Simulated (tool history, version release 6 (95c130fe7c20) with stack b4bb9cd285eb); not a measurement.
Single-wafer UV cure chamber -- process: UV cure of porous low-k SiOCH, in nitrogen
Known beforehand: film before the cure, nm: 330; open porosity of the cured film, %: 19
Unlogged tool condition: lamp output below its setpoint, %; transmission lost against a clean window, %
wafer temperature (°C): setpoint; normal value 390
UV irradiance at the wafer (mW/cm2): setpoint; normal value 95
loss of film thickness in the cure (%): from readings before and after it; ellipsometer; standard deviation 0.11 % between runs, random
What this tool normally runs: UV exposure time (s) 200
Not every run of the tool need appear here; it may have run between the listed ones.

run    hour  wafer temperature (°C)  UV exposure time (s)  UV irradiance at the wafer (mW/cm2)  wafers since the last listed run  hours since the UV bulbs were replaced  wafers since the quartz window was cleaned  loss of film thickness in the cure (%)
  1     0.0                     385                   200                                   74                                 0                                   331.4                                         570                                   8.646
  2    37.1                     385                   200                                   74                               283                                   368.5                                         854                                   8.344
  3   219.5                     385                   200                                   74                              1392                                   550.9                                        2247                                   8.123
  4   258.8                     390                   200                                   95                               300                                   590.2                                        2547                                   9.120
  5   296.0                     390                   200                                   95                               284                                   627.4                                        2831                                   9.047
  6   472.0                     390                   200                                   69                              1344                                   803.4                                        4175                                   7.749
      626.8  -- quartz window cleaned
  7   730.7                     390                   200                                   69                              1914                                  1062.1                                         793                                   8.272
  8   823.9                     390                   200                                   95                               711                                  1155.3                                        1505                                   9.243
  9   881.5                     390                   200                                   95                               439                                  1212.9                                        1945                                   9.279
 10   944.4                     390                   200                                   95                               480                                  1275.8                                        2425                                   9.140
 11  1003.7                     390                   200                                   81                               452                                  1335.1                                        2878                                   8.290
 12  1059.9                     390                   200                                   95                               429                                  1391.3                                        3307                                   9.248
 13  1128.4                     371                   115                                   83                               523                                  1459.8                                        3830                                   6.149
     1198.9  -- quartz window cleaned
 14  1224.7                     406                   135                                  114                               674                                  1556.1                                         197                                   9.314
 15  1268.4                     390                   200                                  109                               333                                  1599.8                                         530                                  10.281
     1308.1  -- UV bulbs replaced
 16  1347.1                     403                   265                                   95                               539                                    39.0                                        1070                                  10.978
 17  1421.2                     407                   250                                  126                               565                                   113.1                                        1636                                  11.982
 18  1467.5                     390                   100                                  112                               353                                   159.4                                        1990                                   7.202
 19  1505.5                     398                   230                                   83                               290                                   197.4                                        2280                                   9.359
 20  1584.6                     390                   200                                   95                               604                                   276.5                                        2884                                   9.131
 21  1661.4                     390                   200                                   64                               586                                   353.3                                        3471                                   7.649
 22  1740.7                     408                   265                                   67                               605                                   432.6                                        4076                                   9.218
     1777.1  -- quartz window cleaned
 23  1908.8                     405                   310                                  129                              1222                                   600.7                                        1005                                  13.134

Branching from run 23: 4 alternative next runs. What would each branch give?
  A  1909.2                     390                   200                                   95                                 3                                   601.1                                        1008                                       ?
  B  1909.2                     406                   290                                  132                                 3                                   601.1                                        1008                                       ?
  C  1909.2                     374                   105                                   95                                 3                                   601.1                                        1008                                       ?
  D  1909.2                     390                   105                                   95                                 3                                   601.1                                        1008                                       ?

run  loss of film thickness in the cure (%)
  A                                   9.522
  B                                  12.816
  C                                   6.715
  D                                   6.961
Stripped of hidden state, with their random variation kept, the same runs would have yielded:
run  loss of film thickness in the cure (%)
  A                                  10.001
  B                                  13.334
  C                                   7.152
  D                                   7.403

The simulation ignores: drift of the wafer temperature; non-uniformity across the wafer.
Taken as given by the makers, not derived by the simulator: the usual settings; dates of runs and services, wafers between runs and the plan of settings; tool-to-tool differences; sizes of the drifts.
